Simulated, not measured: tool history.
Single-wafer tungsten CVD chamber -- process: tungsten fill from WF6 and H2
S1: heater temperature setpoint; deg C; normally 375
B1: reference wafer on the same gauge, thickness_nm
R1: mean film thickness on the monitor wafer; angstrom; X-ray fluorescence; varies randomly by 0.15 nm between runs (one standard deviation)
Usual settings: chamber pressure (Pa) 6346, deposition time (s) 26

run 1 day=0 | S1=375 chamber_pressure_(Pa)=6346 deposition_time_(s)=26 | B1=60.402 | R1=583.53
run 2 day=2.4 | S1=375 chamber_pressure_(Pa)=6346 deposition_time_(s)=26 | B1=60.343 | R1=583.24
run 3 day=3.962 | S1=375 chamber_pressure_(Pa)=7333 deposition_time_(s)=26 | B1=60.378 | R1=616.79
run 4 day=6.275 | S1=375 chamber_pressure_(Pa)=7333 deposition_time_(s)=26 | B1=60.367 | R1=621.14
-- day=7.125 capacitance manometer re-zeroed and calibrated
run 5 day=12.2 | S1=375 chamber_pressure_(Pa)=7333 deposition_time_(s)=26 | B1=60.388 | R1=618.6
run 6 day=14.4 | S1=375 chamber_pressure_(Pa)=6346 deposition_time_(s)=26 | B1=60.458 | R1=585.99
run 7 day=18.342 | S1=375 chamber_pressure_(Pa)=6346 deposition_time_(s)=26 | B1=60.406 | R1=585.61
run 8 day=22.567 | S1=375 chamber_pressure_(Pa)=6346 deposition_time_(s)=26 | B1=60.411 | R1=584.23
run 9 day=25.121 | S1=375 chamber_pressure_(Pa)=6346 deposition_time_(s)=26 | B1=60.395 | R1=586.03
run 10 day=27.271 | S1=375 chamber_pressure_(Pa)=6346 deposition_time_(s)=26 | B1=60.429 | R1=588.21
run 11 day=40.142 | S1=375 chamber_pressure_(Pa)=6346 deposition_time_(s)=26 | B1=60.396 | R1=587.45
run 12 day=43.292 | S1=375 chamber_pressure_(Pa)=6346 deposition_time_(s)=26 | B1=60.381 | R1=588.95
run 13 day=45.646 | S1=386 chamber_pressure_(Pa)=6346 deposition_time_(s)=26 | B1=60.404 | R1=712.51
run 14 day=48.204 | S1=369 chamber_pressure_(Pa)=6346 deposition_time_(s)=26 | B1=60.421 | R1=526.35
run 15 day=49.817 | S1=369 chamber_pressure_(Pa)=6346 deposition_time_(s)=26 | B1=60.411 | R1=527.91
-- day=57.988 capacitance manometer re-zeroed and calibrated
run 16 day=61.612 | S1=386 chamber_pressure_(Pa)=7159 deposition_time_(s)=26 | B1=60.465 | R1=747.64
-- day=63.029 gauge calibrated
run 17 day=65.921 | S1=387 chamber_pressure_(Pa)=6346 deposition_time_(s)=29 | B1=60.387 | R1=817.14

Run 18 is up next; what results do you expect?
run 18 day=69.579 | S1=386 chamber_pressure_(Pa)=6346 deposition_time_(s)=27.4 | B1=? | R1=?

B1: 60.349
R1: 758.54 angstrom
Had the tool carried no hidden state, the very same run would have given R1 747.01 angstrom.
